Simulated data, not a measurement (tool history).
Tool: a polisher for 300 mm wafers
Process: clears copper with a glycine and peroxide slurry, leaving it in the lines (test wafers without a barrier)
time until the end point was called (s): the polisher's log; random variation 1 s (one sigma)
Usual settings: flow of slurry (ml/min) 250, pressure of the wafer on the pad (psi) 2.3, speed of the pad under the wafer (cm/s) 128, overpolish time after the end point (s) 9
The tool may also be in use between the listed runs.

run	hour	flow of slurry (ml/min)	pressure of the wafer on the pad (psi)	speed of the pad under the wafer (cm/s)	overpolish time after the end point (s)	wafers since the last listed run	wafers polished on this pad	hours since the slurry nozzle was cleaned	hours since the head pressure was calibrated	incoming thickness of the incoming film, nm	time until the end point was called (s)
1	0.0	250	2.3	128	7	0	808	182.9	990.8	587.1	100.2
# hour 10.9: worn pad replaced by a new one
2	13.9	250	2.3	128	7	59	18	196.8	1004.7	600.2	103.7
3	45.5	250	2.3	128	7	190	208	228.4	1036.3	597.7	106.2
4	67.4	250	2.3	128	9	131	340	250.3	1058.2	590.5	102.6
5	103.2	250	2.3	128	8	215	555	286.1	1094.0	605.0	107.0
# hour 138.7: worn pad replaced by a new one
6	139.2	250	2.3	128	8	192	3	322.1	1130.0	587.7	104.6
7	170.2	250	2.3	128	8	186	189	353.1	1161.0	606.1	108.0
# hour 193.8: head pressure recalibrated
8	203.6	250	2.3	128	9	188	378	386.5	9.8	608.3	108.9
# hour 227.0: slurry nozzle cleaned
9	232.8	250	2.3	128	9	169	548	5.8	39.0	597.5	102.0
10	250.9	320	2.0	128	7	108	657	23.9	57.1	593.1	111.2
# hour 261.9: worn pad replaced by a new one, of another model than before
11	284.3	250	2.3	110	9	176	135	57.3	90.5	602.2	117.4
12	309.8	210	2.3	148	9	153	288	82.8	116.0	603.3	92.7
13	329.4	250	2.3	128	13	117	406	102.4	135.6	596.4	104.5
14	346.2	250	1.7	128	9	101	507	119.2	152.4	599.5	121.6
15	369.7	295	2.3	94	9	141	648	142.7	175.9	604.9	138.9
# hour 384.4: worn pad replaced by a new one
16	384.9	250	2.3	128	9	67	3	157.9	191.1	611.3	105.5

3 ways to go on from here, each from the tool as it stands after run 16. What would each give?
A	385.4	250	2.3	128	9	3	6	158.4	191.6	590.1	?
B	385.4	225	2.3	128	9	3	6	158.4	191.6	590.1	?
C	385.4	320	2.3	146	7	3	6	158.4	191.6	590.1	?

run	time until the end point was called (s)
A	103.3
B	105.3
C	88.0
Without the tool's hidden state the same runs would have given:
run	time until the end point was called (s)
A	101.8
B	103.5
C	87.0
